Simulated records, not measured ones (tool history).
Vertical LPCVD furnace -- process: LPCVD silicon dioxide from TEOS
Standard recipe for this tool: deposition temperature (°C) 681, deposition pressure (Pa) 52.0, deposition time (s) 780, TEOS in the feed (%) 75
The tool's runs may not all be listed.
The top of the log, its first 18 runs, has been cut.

run	hour	deposition temperature (°C)	deposition pressure (Pa)	deposition time (s)	TEOS in the feed (%)	read-back reference wafer on the same gauge, thickness	film thickness on the monitor wafer in the middle of the boat (nm)
19	1990.3	681	52.0	900	75	65.42	89.22
# hour 2019.2: thermocouples replaced and temperature profile calibrated
20	2075.3	688	58.7	480	75	65.44	55.21
21	2136.8	677	52.0	780	75	65.48	65.46
22	2227.4	681	52.0	1080	87	65.51	108.18
23	2275.2	681	52.0	780	86	65.58	78.25
24	2314.6	681	52.0	780	75	65.55	73.08
25	2360.8	689	52.0	780	75	65.63	89.43
26	2409.6	675	58.7	780	75	65.45	68.23
27	2506.9	681	52.0	780	88	65.48	79.37
28	2564.4	675	42.7	660	87	65.54	53.27
29	2638.7	681	64.7	960	75	65.50	102.50
30	2726.0	681	59.3	780	75	65.50	79.29
31	2804.5	675	52.0	780	75	65.44	64.78
32	2891.0	681	52.0	780	75	65.46	74.70

What if the next run were any one of these 3? Each begins from the tool's condition after run 32:
A	2894.8	681	52.0	780	75	?	?
B	2894.8	691	46.7	780	75	?	?
C	2894.8	681	44.7	780	75	?	?

run	read-back reference wafer on the same gauge, thickness	film thickness on the monitor wafer in the middle of the boat (nm)
A	65.56	74.37
B	65.56	89.40
C	65.56	68.93
With no hidden state in the tool, these same runs would have given:
run	film thickness on the monitor wafer in the middle of the boat (nm)
A	69.67
B	83.86
C	64.57

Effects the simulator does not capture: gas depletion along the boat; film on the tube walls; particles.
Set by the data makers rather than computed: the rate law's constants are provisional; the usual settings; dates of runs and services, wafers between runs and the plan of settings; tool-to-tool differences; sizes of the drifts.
